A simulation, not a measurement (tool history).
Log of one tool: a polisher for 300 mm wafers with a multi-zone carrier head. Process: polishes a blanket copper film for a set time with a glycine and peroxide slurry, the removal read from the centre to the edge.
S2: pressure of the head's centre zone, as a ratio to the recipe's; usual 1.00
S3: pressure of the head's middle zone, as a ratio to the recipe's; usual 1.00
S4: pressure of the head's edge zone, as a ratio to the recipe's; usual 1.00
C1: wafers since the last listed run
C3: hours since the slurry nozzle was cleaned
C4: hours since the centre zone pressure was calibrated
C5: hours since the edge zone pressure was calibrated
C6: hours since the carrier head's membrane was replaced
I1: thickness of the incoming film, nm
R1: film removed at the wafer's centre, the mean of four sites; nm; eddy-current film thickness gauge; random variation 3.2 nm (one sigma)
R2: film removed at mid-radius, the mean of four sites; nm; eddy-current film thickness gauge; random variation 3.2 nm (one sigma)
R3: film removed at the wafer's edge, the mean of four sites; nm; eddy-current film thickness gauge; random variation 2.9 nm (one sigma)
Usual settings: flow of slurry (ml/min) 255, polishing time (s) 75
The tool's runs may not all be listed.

{"run": 1, "hour": 0.0, "flow of slurry (ml/min)": 255, "S2": 1.06, "S3": 1.06, "S4": 1.0, "polishing time (s)": 65, "C1": 0, "wafers polished on this pad": 2373, "C3": 244.8, "C4": 441.3, "C5": 769.6, "C6": 1357.3, "I1": 1826.5, "R1": 384.6, "R2": 376.1, "R3": 353.0}
{"hour": 50.0, "done": "edge zone pressure recalibrated"}
{"run": 2, "hour": 63.2, "flow of slurry (ml/min)": 255, "S2": 0.97, "S3": 1.0, "S4": 1.08, "polishing time (s)": 75, "C1": 585, "wafers polished on this pad": 2959, "C3": 308.0, "C4": 504.5, "C5": 13.2, "C6": 1420.5, "I1": 1849.8, "R1": 411.6, "R2": 414.9, "R3": 421.8}
{"run": 3, "hour": 136.1, "flow of slurry (ml/min)": 170, "S2": 1.06, "S3": 1.0, "S4": 0.89, "polishing time (s)": 87, "C1": 697, "wafers polished on this pad": 3657, "C3": 380.9, "C4": 577.4, "C5": 86.1, "C6": 1493.4, "I1": 1830.8, "R1": 474.6, "R2": 449.3, "R3": 432.6}
{"run": 4, "hour": 185.5, "flow of slurry (ml/min)": 210, "S2": 1.0, "S3": 1.0, "S4": 1.0, "polishing time (s)": 75, "C1": 472, "wafers polished on this pad": 4130, "C3": 430.3, "C4": 626.8, "C5": 135.5, "C6": 1542.8, "I1": 1841.6, "R1": 409.1, "R2": 403.2, "R3": 403.6}
{"hour": 299.3, "done": "carrier head's membrane replaced by a new one"}
{"hour": 322.0, "done": "centre zone pressure recalibrated"}
{"run": 5, "hour": 342.1, "flow of slurry (ml/min)": 255, "S2": 0.94, "S3": 1.07, "S4": 1.0, "polishing time (s)": 75, "C1": 1432, "wafers polished on this pad": 5562, "C3": 586.9, "C4": 20.1, "C5": 292.1, "C6": 42.8, "I1": 1811.2, "R1": 397.5, "R2": 435.6, "R3": 414.3}
{"run": 6, "hour": 395.6, "flow of slurry (ml/min)": 255, "S2": 0.89, "S3": 1.06, "S4": 1.08, "polishing time (s)": 94, "C1": 512, "wafers polished on this pad": 6074, "C3": 640.4, "C4": 73.6, "C5": 345.6, "C6": 96.3, "I1": 1858.4, "R1": 472.5, "R2": 549.0, "R3": 529.3}
{"hour": 410.2, "done": "worn pad replaced by a new one"}
{"run": 7, "hour": 433.6, "flow of slurry (ml/min)": 170, "S2": 1.06, "S3": 1.0, "S4": 0.89, "polishing time (s)": 87, "C1": 325, "wafers polished on this pad": 224, "C3": 678.4, "C4": 111.6, "C5": 383.6, "C6": 134.3, "I1": 1804.2, "R1": 469.3, "R2": 453.5, "R3": 432.8}
{"run": 8, "hour": 480.1, "flow of slurry (ml/min)": 255, "S2": 1.0, "S3": 1.0, "S4": 1.0, "polishing time (s)": 75, "C1": 445, "wafers polished on this pad": 669, "C3": 724.9, "C4": 158.1, "C5": 430.1, "C6": 180.8, "I1": 1830.3, "R1": 416.8, "R2": 410.8, "R3": 412.8}
{"hour": 492.4, "done": "slurry nozzle cleaned"}
{"run": 9, "hour": 529.1, "flow of slurry (ml/min)": 325, "S2": 1.0, "S3": 1.0, "S4": 0.94, "polishing time (s)": 75, "C1": 459, "wafers polished on this pad": 1128, "C3": 36.7, "C4": 207.1, "C5": 479.1, "C6": 229.8, "I1": 1839.5, "R1": 425.8, "R2": 429.4, "R3": 407.6}
{"run": 10, "hour": 571.3, "flow of slurry (ml/min)": 255, "S2": 1.07, "S3": 1.0, "S4": 1.0, "polishing time (s)": 88, "C1": 404, "wafers polished on this pad": 1532, "C3": 78.9, "C4": 249.3, "C5": 521.3, "C6": 272.0, "I1": 1816.9, "R1": 515.6, "R2": 486.4, "R3": 487.0}
{"run": 11, "hour": 675.0, "flow of slurry (ml/min)": 325, "S2": 1.0, "S3": 1.0, "S4": 0.89, "polishing time (s)": 99, "C1": 992, "wafers polished on this pad": 2525, "C3": 182.6, "C4": 353.0, "C5": 625.0, "C6": 375.7, "I1": 1809.2, "R1": 568.1, "R2": 564.9, "R3": 536.4}
{"run": 12, "hour": 756.4, "flow of slurry (ml/min)": 210, "S2": 1.0, "S3": 1.0, "S4": 1.0, "polishing time (s)": 75, "C1": 779, "wafers polished on this pad": 3305, "C3": 264.0, "C4": 434.4, "C5": 706.4, "C6": 457.1, "I1": 1804.5, "R1": 408.1, "R2": 403.7, "R3": 400.9}
{"run": 13, "hour": 809.6, "flow of slurry (ml/min)": 255, "S2": 0.92, "S3": 1.0, "S4": 1.03, "polishing time (s)": 75, "C1": 509, "wafers polished on this pad": 3814, "C3": 317.2, "C4": 487.6, "C5": 759.6, "C6": 510.3, "I1": 1821.3, "R1": 397.3, "R2": 412.8, "R3": 418.6}
{"run": 14, "hour": 901.9, "flow of slurry (ml/min)": 255, "S2": 1.11, "S3": 1.0, "S4": 1.11, "polishing time (s)": 87, "C1": 883, "wafers polished on this pad": 4698, "C3": 409.5, "C4": 579.9, "C5": 851.9, "C6": 602.6, "I1": 1846.0, "R1": 535.5, "R2": 486.1, "R3": 502.4}
{"run": 15, "hour": 979.7, "flow of slurry (ml/min)": 255, "S2": 1.0, "S3": 1.0, "S4": 1.0, "polishing time (s)": 75, "C1": 744, "wafers polished on this pad": 5442, "C3": 487.3, "C4": 657.7, "C5": 929.7, "C6": 680.4, "I1": 1841.4, "R1": 422.9, "R2": 415.7, "R3": 412.1}
{"hour": 1011.4, "done": "edge zone pressure recalibrated"}
{"run": 16, "hour": 1063.8, "flow of slurry (ml/min)": 255, "S2": 1.0, "S3": 1.0, "S4": 1.0, "polishing time (s)": 75, "C1": 786, "wafers polished on this pad": 6228, "C3": 571.4, "C4": 741.8, "C5": 52.4, "C6": 764.5, "I1": 1828.2, "R1": 420.9, "R2": 414.1, "R3": 410.9}
{"hour": 1127.1, "done": "worn pad replaced by a new one"}
{"run": 17, "hour": 1160.5, "flow of slurry (ml/min)": 210, "S2": 1.04, "S3": 1.0, "S4": 1.03, "polishing time (s)": 82, "C1": 887, "wafers polished on this pad": 319, "C3": 668.1, "C4": 838.5, "C5": 149.1, "C6": 861.2, "I1": 1838.4, "R1": 477.9, "R2": 442.8, "R3": 449.1}
{"hour": 1181.3, "done": "centre zone pressure recalibrated"}
{"run": 18, "hour": 1265.2, "flow of slurry (ml/min)": 325, "S2": 1.0, "S3": 1.0, "S4": 1.0, "polishing time (s)": 75, "C1": 983, "wafers polished on this pad": 1302, "C3": 772.8, "C4": 83.9, "C5": 253.8, "C6": 965.9, "I1": 1846.9, "R1": 434.6, "R2": 431.1, "R3": 425.8}
{"hour": 1269.4, "done": "slurry nozzle cleaned"}
{"run": 19, "hour": 1352.2, "flow of slurry (ml/min)": 255, "S2": 1.0, "S3": 1.0, "S4": 1.0, "polishing time (s)": 75, "C1": 823, "wafers polished on this pad": 2125, "C3": 82.8, "C4": 170.9, "C5": 340.8, "C6": 1052.9, "I1": 1838.5, "R1": 417.1, "R2": 411.1, "R3": 411.2}
{"run": 20, "hour": 1438.4, "flow of slurry (ml/min)": 255, "S2": 1.0, "S3": 1.0, "S4": 1.0, "polishing time (s)": 75, "C1": 825, "wafers polished on this pad": 2951, "C3": 169.0, "C4": 257.1, "C5": 427.0, "C6": 1139.1, "I1": 1838.4, "R1": 415.2, "R2": 421.7, "R3": 414.3}
{"run": 21, "hour": 1540.7, "flow of slurry (ml/min)": 255, "S2": 1.0, "S3": 1.0, "S4": 1.06, "polishing time (s)": 92, "C1": 979, "wafers polished on this pad": 3930, "C3": 271.3, "C4": 359.4, "C5": 529.3, "C6": 1241.4, "I1": 1835.1, "R1": 519.2, "R2": 504.0, "R3": 515.4}

Forecast each of these 5 alternatives for the next run:
{"run": "A", "hour": 1541.1, "flow of slurry (ml/min)": 195, "S2": 1.0, "S3": 1.0, "S4": 1.0, "polishing time (s)": 75, "C1": 3, "wafers polished on this pad": 3934, "C3": 271.7, "C4": 359.8, "C5": 529.7, "C6": 1241.8, "I1": 1832.2, "R1": "?", "R2": "?", "R3": "?"}
{"run": "B", "hour": 1541.1, "flow of slurry (ml/min)": 255, "S2": 0.91, "S3": 1.0, "S4": 1.0, "polishing time (s)": 52, "C1": 3, "wafers polished on this pad": 3934, "C3": 271.7, "C4": 359.8, "C5": 529.7, "C6": 1241.8, "I1": 1832.2, "R1": "?", "R2": "?", "R3": "?"}
{"run": "C", "hour": 1541.1, "flow of slurry (ml/min)": 295, "S2": 1.0, "S3": 1.0, "S4": 1.0, "polishing time (s)": 89, "C1": 3, "wafers polished on this pad": 3934, "C3": 271.7, "C4": 359.8, "C5": 529.7, "C6": 1241.8, "I1": 1832.2, "R1": "?", "R2": "?", "R3": "?"}
{"run": "D", "hour": 1541.1, "flow of slurry (ml/min)": 255, "S2": 1.0, "S3": 1.0, "S4": 1.0, "polishing time (s)": 58, "C1": 3, "wafers polished on this pad": 3934, "C3": 271.7, "C4": 359.8, "C5": 529.7, "C6": 1241.8, "I1": 1832.2, "R1": "?", "R2": "?", "R3": "?"}
{"run": "E", "hour": 1541.1, "flow of slurry (ml/min)": 280, "S2": 1.0, "S3": 1.06, "S4": 0.93, "polishing time (s)": 51, "C1": 3, "wafers polished on this pad": 3934, "C3": 271.7, "C4": 359.8, "C5": 529.7, "C6": 1241.8, "I1": 1832.2, "R1": "?", "R2": "?", "R3": "?"}

run=A R1=400.3 R2=395.0 R3=397.9
run=B R1=267.7 R2=285.2 R3=284.3
run=C R1=505.9 R2=496.3 R3=492.9
run=D R1=323.6 R2=318.0 R3=317.1
run=E R1=288.2 R2=296.1 R3=273.4
Without the tool's hidden state the same runs would have given:
run=A R1=395.3 R2=395.1 R3=397.9
run=B R1=264.4 R2=285.2 R3=284.3
run=C R1=499.6 R2=496.3 R3=492.9
run=D R1=319.6 R2=318.0 R3=317.1
run=E R1=284.6 R2=296.1 R3=273.4
